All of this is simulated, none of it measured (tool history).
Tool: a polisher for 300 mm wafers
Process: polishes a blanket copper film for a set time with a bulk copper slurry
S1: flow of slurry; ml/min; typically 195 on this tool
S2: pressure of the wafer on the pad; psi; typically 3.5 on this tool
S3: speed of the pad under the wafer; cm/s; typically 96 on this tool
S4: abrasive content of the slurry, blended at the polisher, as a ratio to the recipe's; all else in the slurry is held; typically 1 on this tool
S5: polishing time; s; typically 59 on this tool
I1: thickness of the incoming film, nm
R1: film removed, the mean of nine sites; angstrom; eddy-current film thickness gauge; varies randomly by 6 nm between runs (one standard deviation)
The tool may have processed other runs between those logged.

run,day,S1,S2,S3,S4,S5,I1,R1
1,0,195,2.8,96,1,59,1826.3,4360
2,0.388,195,2.8,96,1,59,1832.6,4350
3,1.108,195,2.8,96,1,59,1825.5,4413
# day 1.783: worn pad replaced by a new one
4,1.804,195,3.5,96,1,59,1839.7,5081
5,2.292,195,3.5,96,1,59,1844.5,5074
6,2.733,195,3.5,96,1,59,1792.8,5094
7,3.167,195,3.5,96,1,59,1843.1,5104
8,3.808,195,3.5,96,1,59,1842.9,5007
9,4.238,195,3.5,96,1,59,1837.3,5055
# day 4.958: worn pad replaced by a new one
10,5.083,195,3.5,96,1,59,1826.5,5136
11,5.558,195,3.5,96,1,59,1810.5,5053
12,6.054,195,3.5,96,1,59,1821.8,5046
# day 6.212: head pressure recalibrated
13,6.417,195,3.5,96,1.2,59,1833.8,5355
14,6.85,195,2.8,64,0.8,44,1814.1,2222
15,7.508,125,3.5,96,1,59,1841.6,4366

The next listed run, before its measurement:
16,8.154,195,3.5,96,1.3,59,1845.2,?

R1: 5214 angstrom
Take away the tool's hidden state, keep the run-to-run variation as it was, and the same run would have given R1 5807 angstrom.
